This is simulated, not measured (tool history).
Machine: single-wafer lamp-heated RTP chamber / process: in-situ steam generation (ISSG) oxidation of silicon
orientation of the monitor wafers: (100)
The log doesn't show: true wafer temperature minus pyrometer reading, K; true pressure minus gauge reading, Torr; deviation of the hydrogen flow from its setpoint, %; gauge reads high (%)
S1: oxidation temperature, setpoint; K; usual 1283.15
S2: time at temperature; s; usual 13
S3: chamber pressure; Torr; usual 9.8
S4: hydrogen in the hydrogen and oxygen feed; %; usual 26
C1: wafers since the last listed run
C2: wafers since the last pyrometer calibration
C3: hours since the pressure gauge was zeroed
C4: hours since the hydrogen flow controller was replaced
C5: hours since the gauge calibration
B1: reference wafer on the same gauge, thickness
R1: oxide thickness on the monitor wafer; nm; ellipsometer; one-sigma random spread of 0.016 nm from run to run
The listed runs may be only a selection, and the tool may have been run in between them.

{"run": 1, "hour": 0.0, "S1": 1270.15, "S2": 13, "S3": 9.2, "S4": 26, "C1": 0, "C2": 5945, "C3": 5227.2, "C4": 6134.5, "C5": 233.7, "B1": 5.694, "R1": 4.846}
{"hour": 8.7, "done": "gauge calibrated"}
{"run": 2, "hour": 15.0, "S1": 1270.15, "S2": 13, "S3": 9.2, "S4": 26, "C1": 170, "C2": 6116, "C3": 5242.2, "C4": 6149.5, "C5": 6.3, "B1": 5.692, "R1": 4.83}
{"run": 3, "hour": 24.0, "S1": 1270.15, "S2": 13, "S3": 9.2, "S4": 26, "C1": 102, "C2": 6218, "C3": 5251.2, "C4": 6158.5, "C5": 15.3, "B1": 5.696, "R1": 4.843}
{"run": 4, "hour": 31.3, "S1": 1283.15, "S2": 13, "S3": 9.8, "S4": 26, "C1": 83, "C2": 6301, "C3": 5258.5, "C4": 6165.8, "C5": 22.6, "B1": 5.702, "R1": 5.055}
{"run": 5, "hour": 39.3, "S1": 1283.15, "S2": 13, "S3": 8.9, "S4": 26, "C1": 91, "C2": 6392, "C3": 5266.5, "C4": 6173.8, "C5": 30.6, "B1": 5.696, "R1": 5.164}
{"run": 6, "hour": 48.7, "S1": 1283.15, "S2": 13, "S3": 8.9, "S4": 26, "C1": 107, "C2": 6500, "C3": 5275.9, "C4": 6183.2, "C5": 40, "B1": 5.696, "R1": 5.135}
{"run": 7, "hour": 61.8, "S1": 1283.15, "S2": 13, "S3": 9.8, "S4": 26, "C1": 149, "C2": 6649, "C3": 5289, "C4": 6196.3, "C5": 53.1, "B1": 5.702, "R1": 5.024}
{"run": 8, "hour": 68.3, "S1": 1283.15, "S2": 13, "S3": 9.8, "S4": 26, "C1": 74, "C2": 6723, "C3": 5295.5, "C4": 6202.8, "C5": 59.6, "B1": 5.704, "R1": 5.056}
{"run": 9, "hour": 82.6, "S1": 1283.15, "S2": 17, "S3": 9.8, "S4": 26, "C1": 162, "C2": 6886, "C3": 5309.8, "C4": 6217.1, "C5": 73.9, "B1": 5.702, "R1": 5.696}
{"run": 10, "hour": 99.5, "S1": 1283.15, "S2": 17, "S3": 9.8, "S4": 26, "C1": 192, "C2": 7078, "C3": 5326.7, "C4": 6234, "C5": 90.8, "B1": 5.694, "R1": 5.732}
{"run": 11, "hour": 111.1, "S1": 1283.15, "S2": 13, "S3": 9.8, "S4": 26, "C1": 132, "C2": 7210, "C3": 5338.3, "C4": 6245.6, "C5": 102.4, "B1": 5.699, "R1": 5.06}
{"hour": 119.3, "done": "hydrogen flow controller replaced"}
{"run": 12, "hour": 122.6, "S1": 1283.15, "S2": 13, "S3": 9.8, "S4": 26, "C1": 39, "C2": 7250, "C3": 5349.8, "C4": 3.3, "C5": 113.9, "B1": 5.699, "R1": 5.054}
{"run": 13, "hour": 139.3, "S1": 1283.15, "S2": 13, "S3": 9.1, "S4": 32, "C1": 190, "C2": 7441, "C3": 5366.5, "C4": 20, "C5": 130.6, "B1": 5.694, "R1": 5.377}
{"run": 14, "hour": 145.9, "S1": 1283.15, "S2": 13, "S3": 9.1, "S4": 32, "C1": 75, "C2": 7516, "C3": 5373.1, "C4": 26.6, "C5": 137.2, "B1": 5.699, "R1": 5.403}
{"run": 15, "hour": 156.4, "S1": 1283.15, "S2": 13, "S3": 9.8, "S4": 26, "C1": 119, "C2": 7635, "C3": 5383.6, "C4": 37.1, "C5": 147.7, "B1": 5.702, "R1": 5.028}
{"run": 16, "hour": 166.9, "S1": 1283.15, "S2": 13, "S3": 9.8, "S4": 26, "C1": 119, "C2": 7755, "C3": 5394.1, "C4": 47.6, "C5": 158.2, "B1": 5.698, "R1": 5.067}
{"hour": 179.9, "done": "pyrometer window cleaned and pyrometer calibrated"}
{"run": 17, "hour": 180.4, "S1": 1275.15, "S2": 13, "S3": 8.6, "S4": 26, "C1": 62, "C2": 5, "C3": 5407.6, "C4": 61.1, "C5": 171.7, "B1": 5.7, "R1": 4.787}
{"hour": 195.2, "done": "pressure gauge zeroed"}
{"run": 18, "hour": 195.7, "S1": 1283.15, "S2": 13, "S3": 10.2, "S4": 26, "C1": 83, "C2": 88, "C3": 0.5, "C4": 76.4, "C5": 187, "B1": 5.697, "R1": 4.794}
{"run": 19, "hour": 202.6, "S1": 1291.15, "S2": 13, "S3": 9.8, "S4": 32, "C1": 78, "C2": 167, "C3": 7.4, "C4": 83.3, "C5": 193.9, "B1": 5.698, "R1": 5.318}
{"run": 20, "hour": 209.7, "S1": 1267.15, "S2": 8, "S3": 8.6, "S4": 21, "C1": 80, "C2": 248, "C3": 14.5, "C4": 90.4, "C5": 201, "B1": 5.702, "R1": 3.629}
{"run": 21, "hour": 220.1, "S1": 1283.15, "S2": 13, "S3": 10.2, "S4": 17, "C1": 118, "C2": 366, "C3": 24.9, "C4": 100.8, "C5": 211.4, "B1": 5.701, "R1": 4.413}
{"run": 22, "hour": 226.4, "S1": 1283.15, "S2": 13, "S3": 8.6, "S4": 32, "C1": 71, "C2": 438, "C3": 31.2, "C4": 107.1, "C5": 217.7, "B1": 5.693, "R1": 5.285}
{"hour": 239.5, "done": "gauge calibrated"}
{"run": 23, "hour": 242.2, "S1": 1283.15, "S2": 13, "S3": 9.8, "S4": 26, "C1": 180, "C2": 618, "C3": 47, "C4": 122.9, "C5": 2.7, "B1": 5.709, "R1": 4.894}
{"run": 24, "hour": 248.5, "S1": 1283.15, "S2": 13, "S3": 9.8, "S4": 26, "C1": 71, "C2": 690, "C3": 53.3, "C4": 129.2, "C5": 9, "B1": 5.704, "R1": 4.888}
{"run": 25, "hour": 258.5, "S1": 1283.15, "S2": 10, "S3": 9.2, "S4": 26, "C1": 113, "C2": 804, "C3": 63.3, "C4": 139.2, "C5": 19, "B1": 5.7, "R1": 4.429}
{"run": 26, "hour": 270.0, "S1": 1283.15, "S2": 13, "S3": 9.8, "S4": 26, "C1": 131, "C2": 935, "C3": 74.8, "C4": 150.7, "C5": 30.5, "B1": 5.703, "R1": 4.909}
{"run": 27, "hour": 276.6, "S1": 1283.15, "S2": 13, "S3": 9.8, "S4": 31, "C1": 75, "C2": 1010, "C3": 81.4, "C4": 157.3, "C5": 37.1, "B1": 5.7, "R1": 5.127}
{"run": 28, "hour": 289.1, "S1": 1283.15, "S2": 15, "S3": 9.2, "S4": 26, "C1": 142, "C2": 1152, "C3": 93.9, "C4": 169.8, "C5": 49.6, "B1": 5.702, "R1": 5.298}
{"run": 29, "hour": 301.6, "S1": 1283.15, "S2": 13, "S3": 9.8, "S4": 26, "C1": 142, "C2": 1295, "C3": 106.4, "C4": 182.3, "C5": 62.1, "B1": 5.702, "R1": 4.955}
{"run": 30, "hour": 316.0, "S1": 1283.15, "S2": 15, "S3": 9.8, "S4": 26, "C1": 164, "C2": 1459, "C3": 120.8, "C4": 196.7, "C5": 76.5, "B1": 5.701, "R1": 5.273}

5 options for the next run, each taken on its own from the tool as it stands now. Forecast them:
{"run": "A", "hour": 316.5, "S1": 1283.15, "S2": 13, "S3": 9.8, "S4": 32, "C1": 5, "C2": 1465, "C3": 121.3, "C4": 197.2, "C5": 77, "B1": "?", "R1": "?"}
{"run": "B", "hour": 316.5, "S1": 1273.15, "S2": 13, "S3": 8.8, "S4": 19, "C1": 5, "C2": 1465, "C3": 121.3, "C4": 197.2, "C5": 77, "B1": "?", "R1": "?"}
{"run": "C", "hour": 316.5, "S1": 1290.15, "S2": 13, "S3": 9.8, "S4": 23, "C1": 5, "C2": 1465, "C3": 121.3, "C4": 197.2, "C5": 77, "B1": "?", "R1": "?"}
{"run": "D", "hour": 316.5, "S1": 1295.15, "S2": 13, "S3": 10.2, "S4": 26, "C1": 5, "C2": 1465, "C3": 121.3, "C4": 197.2, "C5": 77, "B1": "?", "R1": "?"}
{"run": "E", "hour": 316.5, "S1": 1294.15, "S2": 13, "S3": 9.8, "S4": 26, "C1": 5, "C2": 1465, "C3": 121.3, "C4": 197.2, "C5": 77, "B1": "?", "R1": "?"}

run=A B1=5.699 R1=5.21
run=B B1=5.699 R1=4.498
run=C B1=5.699 R1=4.953
run=D B1=5.699 R1=5.157
run=E B1=5.699 R1=5.184
Had the tool no hidden state, the same runs would have come out as:
run=A R1=5.095
run=B R1=4.405
run=C R1=4.838
run=D R1=5.034
run=E R1=5.061

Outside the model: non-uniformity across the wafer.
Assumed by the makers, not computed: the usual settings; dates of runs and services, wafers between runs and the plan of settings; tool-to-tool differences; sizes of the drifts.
